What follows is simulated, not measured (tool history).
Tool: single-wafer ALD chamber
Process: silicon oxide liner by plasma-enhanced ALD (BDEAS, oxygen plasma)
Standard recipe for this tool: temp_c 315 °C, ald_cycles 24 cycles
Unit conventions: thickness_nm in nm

| run | day | temp_c | ald_cycles | wafers since the last listed run | hours since the last thermocouple change | hours since the gauge calibration | read-back reference wafer on the same gauge, thickness_nm | thickness_nm |
|---|---|---|---|---|---|---|---|---|
| 1 | 0 | 311 | 24 | 0 | 1643.8 | 91.5 | 1.992 | 2.102 |
| 2 | 1.742 | 311 | 24 | 518 | 1685.6 | 133.3 | 1.989 | 2.1 |
| 3 | 4.662 | 311 | 24 | 870 | 1755.7 | 203.4 | 1.989 | 2.104 |
| 4 | 7.512 | 315 | 24 | 849 | 1824.1 | 271.8 | 1.987 | 2.1 |
| 5 | 10.429 | 315 | 24 | 869 | 1894.1 | 341.8 | 1.991 | 2.101 |
| 6 | 12.662 | 315 | 24 | 665 | 1947.7 | 395.4 | 1.987 | 2.096 |
| 7 | 13.954 | 304 | 24 | 384 | 1978.7 | 426.4 | 1.99 | 2.138 |
| 8 | 16.362 | 304 | 24 | 717 | 2036.5 | 484.2 | 1.991 | 2.124 |
|  | 18 | thermocouple changed; heater temperature recalibrated |
| 9 | 18.396 | 304 | 24 | 506 | 9.5 | 533 | 1.992 | 2.14 |
| 10 | 20.85 | 315 | 24 | 731 | 68.4 | 591.9 | 1.991 | 2.103 |
| 11 | 23.304 | 304 | 24 | 731 | 127.3 | 650.8 | 1.991 | 2.129 |
| 12 | 25 | 315 | 24 | 505 | 168 | 691.5 | 1.991 | 2.106 |
| 13 | 26.642 | 323 | 22 | 489 | 207.4 | 730.9 | 1.99 | 1.899 |
| 14 | 29.179 | 315 | 24 | 756 | 268.3 | 791.8 | 1.991 | 2.098 |
|  | 29.754 | gauge calibrated |
| 15 | 31.788 | 322 | 22 | 777 | 330.9 | 48.8 | 1.991 | 1.905 |
| 16 | 34.608 | 304 | 28 | 840 | 398.6 | 116.5 | 1.991 | 2.483 |
| 17 | 36.7 | 310 | 22 | 623 | 448.8 | 166.7 | 1.99 | 1.925 |
| 18 | 39.25 | 309 | 24 | 759 | 510 | 227.9 | 1.989 | 2.109 |
| 19 | 40.967 | 315 | 24 | 511 | 551.2 | 269.1 | 1.992 | 2.098 |
| 20 | 42.467 | 323 | 20 | 446 | 587.2 | 305.1 | 1.988 | 1.724 |

Forecast each of these 4 alternatives for the next run:
| A | 42.483 | 315 | 24 | 4 | 587.6 | 305.5 | ? | ? |
| B | 42.483 | 315 | 21 | 4 | 587.6 | 305.5 | ? | ? |
| C | 42.483 | 300 | 21 | 4 | 587.6 | 305.5 | ? | ? |
| D | 42.483 | 325 | 20 | 4 | 587.6 | 305.5 | ? | ? |

| run | read-back reference wafer on the same gauge, thickness_nm | thickness_nm |
|---|---|---|
| A | 1.988 | 2.105 |
| B | 1.988 | 1.842 |
| C | 1.988 | 1.877 |
| D | 1.988 | 1.732 |
With the hidden condition removed and each run's random variation left untouched, the same runs would have given:
| run | thickness_nm |
|---|---|
| A | 2.105 |
| B | 1.842 |
| C | 1.877 |
| D | 1.732 |

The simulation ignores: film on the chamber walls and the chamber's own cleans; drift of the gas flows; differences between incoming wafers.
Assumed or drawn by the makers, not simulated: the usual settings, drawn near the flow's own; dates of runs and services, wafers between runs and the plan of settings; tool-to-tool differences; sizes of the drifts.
